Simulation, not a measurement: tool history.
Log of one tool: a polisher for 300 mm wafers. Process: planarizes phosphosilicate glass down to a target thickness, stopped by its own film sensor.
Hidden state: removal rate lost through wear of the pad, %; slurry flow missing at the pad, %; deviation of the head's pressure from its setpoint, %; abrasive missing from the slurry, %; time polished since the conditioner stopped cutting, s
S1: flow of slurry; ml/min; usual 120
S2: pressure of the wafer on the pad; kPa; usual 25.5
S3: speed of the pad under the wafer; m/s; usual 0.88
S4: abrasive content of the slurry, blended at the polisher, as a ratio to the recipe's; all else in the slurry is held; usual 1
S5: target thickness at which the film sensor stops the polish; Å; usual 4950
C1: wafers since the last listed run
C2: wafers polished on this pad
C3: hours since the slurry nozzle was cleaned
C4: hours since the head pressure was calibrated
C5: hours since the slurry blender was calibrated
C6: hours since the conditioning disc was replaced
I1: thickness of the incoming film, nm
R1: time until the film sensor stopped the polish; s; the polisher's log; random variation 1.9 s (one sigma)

run 1 hour=0 | S1=120 S2=25.5 S3=0.88 S4=1 S5=4950 | C1=0 C2=187 C3=239.2 C4=907.8 C5=292.7 C6=54.4 | I1=1322.7 | R1=128
run 2 hour=16.6 | S1=120 S2=25.5 S3=0.88 S4=1 S5=4950 | C1=89 C2=277 C3=255.8 C4=924.4 C5=309.3 C6=71 | I1=1341.9 | R1=135.3
run 3 hour=25.7 | S1=120 S2=25.5 S3=0.88 S4=1 S5=4950 | C1=49 C2=326 C3=264.9 C4=933.5 C5=318.4 C6=80.1 | I1=1349 | R1=140.2
run 4 hour=36.1 | S1=120 S2=25.5 S3=0.62 S4=1 S5=3740 | C1=56 C2=382 C3=275.3 C4=943.9 C5=328.8 C6=90.5 | I1=1339.6 | R1=195.3
run 5 hour=50.9 | S1=120 S2=25.5 S3=0.88 S4=0.85 S5=6720 | C1=79 C2=462 C3=290.1 C4=958.7 C5=343.6 C6=105.3 | I1=1322.5 | R1=130.6
run 6 hour=66 | S1=120 S2=25.5 S3=0.88 S4=1 S5=2740 | C1=81 C2=544 C3=305.2 C4=973.8 C5=358.7 C6=120.4 | I1=1321.9 | R1=189.7
-- hour=77.4 worn pad replaced by a new one
run 7 hour=80 | S1=120 S2=25.5 S3=0.88 S4=0.7 S5=4950 | C1=54 C2=14 C3=319.2 C4=987.8 C5=372.7 C6=134.4 | I1=1312.8 | R1=187.7
run 8 hour=92 | S1=120 S2=25.5 S3=0.88 S4=1.2 S5=4950 | C1=64 C2=78 C3=331.2 C4=999.8 C5=384.7 C6=146.4 | I1=1337.2 | R1=115.9
run 9 hour=101.4 | S1=120 S2=19.3 S3=0.62 S4=0.8 S5=6000 | C1=50 C2=129 C3=340.6 C4=1009.2 C5=394.1 C6=155.8 | I1=1329.6 | R1=237
run 10 hour=112 | S1=120 S2=25.5 S3=0.88 S4=0.85 S5=4950 | C1=57 C2=186 C3=351.2 C4=1019.8 C5=404.7 C6=166.4 | I1=1299 | R1=141.4
run 11 hour=120.5 | S1=120 S2=25.5 S3=0.88 S4=1 S5=7040 | C1=45 C2=232 C3=359.7 C4=1028.3 C5=413.2 C6=174.9 | I1=1328.4 | R1=99.7
-- hour=122.6 slurry blender recalibrated
-- hour=129.7 conditioning disc replaced and pad reconditioned
-- hour=130.7 slurry nozzle cleaned
run 12 hour=131.2 | S1=120 S2=25.5 S3=0.88 S4=1 S5=3680 | C1=30 C2=263 C3=0.5 C4=1039 C5=8.6 C6=1.5 | I1=1333.7 | R1=155.1
run 13 hour=136.5 | S1=120 S2=22.8 S3=0.88 S4=1 S5=4950 | C1=28 C2=292 C3=5.8 C4=1044.3 C5=13.9 C6=6.8 | I1=1341.9 | R1=153.7
run 14 hour=145.9 | S1=95 S2=25.5 S3=0.78 S4=1 S5=6770 | C1=50 C2=343 C3=15.2 C4=1053.7 C5=23.3 C6=16.2 | I1=1331.3 | R1=124.6
run 15 hour=154.6 | S1=120 S2=25.5 S3=0.88 S4=0.8 S5=4950 | C1=47 C2=390 C3=23.9 C4=1062.4 C5=32 C6=24.9 | I1=1320.9 | R1=173.4
-- hour=166.8 head pressure recalibrated
run 16 hour=167.3 | S1=110 S2=25.5 S3=1.06 S4=1 S5=4950 | C1=57 C2=447 C3=36.6 C4=0.5 C5=44.7 C6=37.6 | I1=1327.7 | R1=117.9
run 17 hour=171.8 | S1=120 S2=25.5 S3=0.8 S4=0.75 S5=4950 | C1=24 C2=472 C3=41.1 C4=5 C5=49.2 C6=42.1 | I1=1357.2 | R1=202
run 18 hour=178.5 | S1=145 S2=25.5 S3=0.88 S4=1 S5=4950 | C1=36 C2=508 C3=47.8 C4=11.7 C5=55.9 C6=48.8 | I1=1311 | R1=130.5
-- hour=188 worn pad replaced by a new one
run 19 hour=188.5 | S1=120 S2=25.5 S3=0.78 S4=1 S5=4950 | C1=32 C2=2 C3=57.8 C4=21.7 C5=65.9 C6=58.8 | I1=1317.7 | R1=126.2
run 20 hour=211.9 | S1=90 S2=18.6 S3=0.64 S4=1 S5=2170 | C1=126 C2=128 C3=81.2 C4=45.1 C5=89.3 C6=82.2 | I1=1346.7 | R1=290.4
run 21 hour=221.8 | S1=120 S2=30.3 S3=1.18 S4=1.2 S5=6920 | C1=53 C2=182 C3=91.1 C4=55 C5=99.2 C6=92.1 | I1=1321.7 | R1=57.1
run 22 hour=236.5 | S1=120 S2=25.5 S3=0.88 S4=1 S5=4950 | C1=79 C2=261 C3=105.8 C4=69.7 C5=113.9 C6=106.8 | I1=1327.3 | R1=127.6
run 23 hour=247.3 | S1=160 S2=25.5 S3=0.66 S4=1 S5=3580 | C1=58 C2=320 C3=116.6 C4=80.5 C5=124.7 C6=117.6 | I1=1357.8 | R1=169.3
run 24 hour=261.6 | S1=105 S2=25.5 S3=0.64 S4=1 S5=4950 | C1=77 C2=397 C3=130.9 C4=94.8 C5=139 C6=131.9 | I1=1319.2 | R1=169.3
run 25 hour=278.9 | S1=120 S2=25.5 S3=0.88 S4=1 S5=4950 | C1=93 C2=490 C3=148.2 C4=112.1 C5=156.3 C6=149.2 | I1=1331.1 | R1=137.7

Forecast each of these 5 alternatives for the next run:
run A hour=279.4 | S1=85 S2=25.5 S3=0.88 S4=1 S5=4950 | C1=2 C2=493 C3=148.7 C4=112.6 C5=156.8 C6=149.7 | I1=1308.5 | R1=?
run B hour=279.4 | S1=120 S2=17.2 S3=1 S4=0.9 S5=7150 | C1=2 C2=493 C3=148.7 C4=112.6 C5=156.8 C6=149.7 | I1=1308.5 | R1=?
run C hour=279.4 | S1=155 S2=25.5 S3=0.88 S4=0.9 S5=4950 | C1=2 C2=493 C3=148.7 C4=112.6 C5=156.8 C6=149.7 | I1=1308.5 | R1=?
run D hour=279.4 | S1=120 S2=28.3 S3=0.58 S4=1 S5=7680 | C1=2 C2=493 C3=148.7 C4=112.6 C5=156.8 C6=149.7 | I1=1308.5 | R1=?
run E hour=279.4 | S1=120 S2=25.5 S3=0.8 S4=0.8 S5=4950 | C1=2 C2=493 C3=148.7 C4=112.6 C5=156.8 C6=149.7 | I1=1308.5 | R1=?

run=A R1=149.4
run=B R1=146.9
run=C R1=140.5
run=D R1=105.2
run=E R1=177.7
Without the tool's hidden state the same runs would have given:
run=A R1=123.9
run=B R1=121.9
run=C R1=116.5
run=D R1=87.3
run=E R1=147.4

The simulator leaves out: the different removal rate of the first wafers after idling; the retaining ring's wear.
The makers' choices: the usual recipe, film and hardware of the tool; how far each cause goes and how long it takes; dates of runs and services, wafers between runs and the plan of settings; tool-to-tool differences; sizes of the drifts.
